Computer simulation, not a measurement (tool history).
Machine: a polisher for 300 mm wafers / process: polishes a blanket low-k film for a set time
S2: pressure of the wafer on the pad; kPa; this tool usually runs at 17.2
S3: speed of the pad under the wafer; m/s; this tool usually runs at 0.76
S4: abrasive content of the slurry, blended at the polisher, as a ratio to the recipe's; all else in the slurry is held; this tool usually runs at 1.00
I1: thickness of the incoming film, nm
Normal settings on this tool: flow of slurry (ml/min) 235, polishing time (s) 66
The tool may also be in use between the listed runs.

Run 1, hour 0.0: usual settings but S3 0.82 m/s; I1 522.0. Result: film removed (Å) 244.
Run 2, hour 85.3: usual settings; I1 515.5. Result: film removed (Å) 236.
At hour 153.2: slurry blender recalibrated.
Run 3, hour 161.3: usual settings; I1 522.1. Result: film removed (Å) 239.
At hour 185.5: conditioning disc replaced and pad reconditioned.
Run 4, hour 232.1: usual settings; I1 515.7. Result: film removed (Å) 235.
At hour 283.2: slurry nozzle cleaned.
At hour 323.0: worn pad replaced by a new one.
Run 5, hour 323.5: usual settings; I1 526.3. Result: film removed (Å) 229.
Run 6, hour 383.2: usual settings; I1 523.4. Result: film removed (Å) 232.
Run 7, hour 453.2: usual settings; I1 520.0. Result: film removed (Å) 238.
At hour 503.1: slurry blender recalibrated.
At hour 515.8: conditioning disc replaced and pad reconditioned.
Run 8, hour 534.6: usual settings; I1 516.3. Result: film removed (Å) 231.
Run 9, hour 612.9: usual settings; I1 517.5. Result: film removed (Å) 235.
Run 10, hour 663.4: usual settings; I1 513.6. Result: film removed (Å) 237.
At hour 672.1: worn pad replaced by a new one.
At hour 693.7: slurry nozzle cleaned.
Run 11, hour 706.1: usual settings; I1 517.0. Result: film removed (Å) 235.
Run 12, hour 791.8: usual settings; I1 508.5. Result: film removed (Å) 235.
Run 13, hour 839.6: usual settings but S2 22.1 kPa, S4 1.30, polishing time (s) 82; I1 529.5. Result: film removed (Å) 394.
At hour 860.9: head pressure recalibrated.
At hour 861.5: slurry blender recalibrated.
At hour 887.7: conditioning disc replaced and pad reconditioned.
Run 14, hour 909.1: usual settings but flow of slurry (ml/min) 260, polishing time (s) 83; I1 518.6. Result: film removed (Å) 297.
At hour 983.7: worn pad replaced by a new one.
Run 15, hour 987.1: usual settings but S2 19.3 kPa; I1 515.4. Result: film removed (Å) 268.
Run 16, hour 1055.4: usual settings but S4 1.25, polishing time (s) 47; I1 526.1. Result: film removed (Å) 178.
At hour 1087.0: slurry nozzle cleaned.
Run 17, hour 1125.9: usual settings but flow of slurry (ml/min) 215, S2 21.4 kPa, S3 0.52 m/s, S4 1.10; I1 523.9. Result: film removed (Å) 255.
Run 18, hour 1244.1: usual settings but S3 0.68 m/s, S4 1.10; I1 514.5. Result: film removed (Å) 228.
At hour 1255.6: slurry blender recalibrated.
At hour 1258.8: conditioning disc replaced and pad reconditioned.
Run 19, hour 1297.0: usual settings but polishing time (s) 57; I1 524.6. Result: film removed (Å) 207.
At hour 1320.6: worn pad replaced by a new one.
Run 20, hour 1351.0: usual settings but flow of slurry (ml/min) 260, polishing time (s) 83; I1 509.9. Result: film removed (Å) 299.
At hour 1441.4: slurry nozzle cleaned.
Run 21, hour 1448.1: usual settings but flow of slurry (ml/min) 265, S2 22.1 kPa, S3 0.62 m/s, S4 1.25; I1 512.4. Result: film removed (Å) 287.
Run 22, hour 1534.1: usual settings but flow of slurry (ml/min) 180; I1 524.5. Result: film removed (Å) 220.
At hour 1618.4: conditioning disc replaced and pad reconditioned.
At hour 1627.4: worn pad replaced by a new one.
At hour 1657.4: slurry blender recalibrated.
Run 23, hour 1720.3: usual settings; I1 514.1. Result: film removed (Å) 237.

Branching from run 23: 3 alternative next runs. What would each branch give?
Run A, hour 1720.7: usual settings; I1 512.6. Result: film removed (Å) ?.
Run B, hour 1720.7: usual settings but S2 22.1 kPa, S3 0.94 m/s, polishing time (s) 59; I1 512.6. Result: film removed (Å) ?.
Run C, hour 1720.7: usual settings but S4 0.75; I1 512.6. Result: film removed (Å) ?.

run  film removed (Å)
  A               227
  B               290
  C               211
With the hidden condition removed and each run's random variation left untouched, the same runs would have given:
run  film removed (Å)
  A               227
  B               290
  C               211
